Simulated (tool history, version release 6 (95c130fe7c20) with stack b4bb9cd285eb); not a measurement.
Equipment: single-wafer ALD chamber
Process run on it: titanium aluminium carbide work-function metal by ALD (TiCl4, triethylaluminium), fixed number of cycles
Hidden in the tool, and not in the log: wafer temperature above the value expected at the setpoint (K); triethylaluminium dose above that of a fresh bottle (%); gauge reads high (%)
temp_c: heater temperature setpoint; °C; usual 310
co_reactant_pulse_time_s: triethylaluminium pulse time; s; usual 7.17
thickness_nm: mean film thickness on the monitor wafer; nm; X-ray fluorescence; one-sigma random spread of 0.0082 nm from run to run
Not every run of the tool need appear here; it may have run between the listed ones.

| run | hour | temp_c | co_reactant_pulse_time_s | wafers since the last listed run | hours since the last thermocouple change | hours since the last triethylaluminium bottle change | hours since the showerhead was replaced | hours since the gauge calibration | read-back reference wafer on the same gauge, thickness_nm | thickness_nm |
|---|---|---|---|---|---|---|---|---|---|---|
| 1 | 0 | 310 | 7.17 | 0 | 252 | 533.5 | 4944.9 | 800.5 | 2.266 | 2.029 |
| 2 | 42.8 | 310 | 7.17 | 631 | 294.8 | 576.3 | 4987.7 | 843.3 | 2.26 | 2.034 |
| 3 | 111.4 | 310 | 7.17 | 1012 | 363.4 | 644.9 | 5056.3 | 911.9 | 2.265 | 2.035 |
| 4 | 172.2 | 310 | 7.17 | 897 | 424.2 | 705.7 | 5117.1 | 972.7 | 2.264 | 2.035 |
| 5 | 277 | 313 | 7.17 | 1547 | 529 | 810.5 | 5221.9 | 1077.5 | 2.26 | 2.043 |
| 6 | 345.6 | 310 | 6.43 | 1012 | 597.6 | 879.1 | 5290.5 | 1146.1 | 2.259 | 1.984 |
| 7 | 400.7 | 310 | 8.67 | 813 | 652.7 | 934.2 | 5345.6 | 1201.2 | 2.259 | 2.073 |
| 8 | 453.4 | 310 | 8.67 | 777 | 705.4 | 986.9 | 5398.3 | 1253.9 | 2.262 | 2.095 |
| 9 | 552.7 | 310 | 7.17 | 1465 | 804.7 | 1086.2 | 5497.6 | 1353.2 | 2.254 | 2.007 |
| 10 | 625.7 | 310 | 7.17 | 1077 | 877.7 | 1159.2 | 5570.6 | 1426.2 | 2.261 | 2.002 |
| 11 | 731.7 | 310 | 7.17 | 1564 | 983.7 | 1265.2 | 5676.6 | 1532.2 | 2.26 | 2.015 |
| 12 | 776.9 | 315 | 7.17 | 667 | 1028.9 | 1310.4 | 5721.8 | 1577.4 | 2.261 | 2.038 |
| 13 | 836.4 | 310 | 7.17 | 878 | 1088.4 | 1369.9 | 5781.3 | 1636.9 | 2.262 | 1.999 |
| 14 | 924.1 | 317 | 9.01 | 1294 | 1176.1 | 1457.6 | 5869 | 1724.6 | 2.261 | 2.14 |
|  | 1133.5 | showerhead replaced |
| 15 | 1154.2 | 310 | 5.12 | 3278 | 1406.2 | 1687.7 | 20.7 | 1954.7 | 2.263 | 1.816 |
| 16 | 1201.8 | 316 | 7.95 | 702 | 1453.8 | 1735.3 | 68.3 | 2002.3 | 2.257 | 2.065 |
|  | 1239.6 | triethylaluminium bottle replaced |
| 17 | 1307.9 | 310 | 7.17 | 1448 | 1559.9 | 68.3 | 174.4 | 2108.4 | 2.262 | 1.846 |
|  | 1327.7 | gauge calibrated |
|  | 1358.9 | thermocouple changed; heater temperature recalibrated |
| 18 | 1405.2 | 305 | 7.17 | 1318 | 46.3 | 165.6 | 271.7 | 77.5 | 2.259 | 1.8 |
| 19 | 1482.9 | 321 | 9.42 | 1146 | 124 | 243.3 | 349.4 | 155.2 | 2.261 | 2.042 |
| 20 | 1594.6 | 302 | 8.64 | 1648 | 235.7 | 355 | 461.1 | 266.9 | 2.26 | 1.874 |
| 21 | 1649.4 | 310 | 9.48 | 808 | 290.5 | 409.8 | 515.9 | 321.7 | 2.261 | 1.983 |
| 22 | 1714.1 | 298 | 7.17 | 955 | 355.2 | 474.5 | 580.6 | 386.4 | 2.262 | 1.741 |
|  | 1725.8 | triethylaluminium bottle replaced, repeated, since the last time left the tool worse |
| 23 | 1804 | 310 | 7.17 | 1208 | 445.1 | 78.2 | 670.5 | 476.3 | 2.261 | 2.037 |
| 24 | 1848.1 | 316 | 9.57 | 650 | 489.2 | 122.3 | 714.6 | 520.4 | 2.263 | 2.183 |
| 25 | 1893.4 | 318 | 8.68 | 668 | 534.5 | 167.6 | 759.9 | 565.7 | 2.264 | 2.17 |
| 26 | 1971.7 | 310 | 4.97 | 1155 | 612.8 | 245.9 | 838.2 | 644 | 2.261 | 1.873 |
| 27 | 2028.5 | 310 | 7.17 | 838 | 669.6 | 302.7 | 895 | 700.8 | 2.257 | 2.025 |
| 28 | 2173.5 | 302 | 7.17 | 2140 | 814.6 | 447.7 | 1040 | 845.8 | 2.259 | 1.966 |
| 29 | 2251.9 | 310 | 6.04 | 1157 | 893 | 526.1 | 1118.4 | 924.2 | 2.26 | 1.974 |
| 30 | 2306.3 | 300 | 4.34 | 803 | 947.4 | 580.5 | 1172.8 | 978.6 | 2.258 | 1.746 |
| 31 | 2393.8 | 303 | 7.17 | 1291 | 1034.9 | 668 | 1260.3 | 1066.1 | 2.256 | 1.979 |
| 32 | 2496.4 | 324 | 4.84 | 1514 | 1137.5 | 770.6 | 1362.9 | 1168.7 | 2.254 | 1.958 |

What would each run have given without the hidden state, its run-to-run variation left as it was?
| run | thickness_nm |
|---|---|
| 1 | 2.037 |
| 2 | 2.044 |
| 3 | 2.046 |
| 4 | 2.048 |
| 5 | 2.06 |
| 6 | 2.006 |
| 7 | 2.09 |
| 8 | 2.113 |
| 9 | 2.035 |
| 10 | 2.034 |
| 11 | 2.054 |
| 12 | 2.08 |
| 13 | 2.045 |
| 14 | 2.181 |
| 15 | 1.91 |
| 16 | 2.136 |
| 17 | 2.053 |
| 18 | 2.002 |
| 19 | 2.204 |
| 20 | 2.045 |
| 21 | 2.143 |
| 22 | 1.946 |
| 23 | 2.045 |
| 24 | 2.189 |
| 25 | 2.177 |
| 26 | 1.885 |
| 27 | 2.035 |
| 28 | 1.978 |
| 29 | 1.99 |
| 30 | 1.767 |
| 31 | 1.997 |
| 32 | 1.989 |
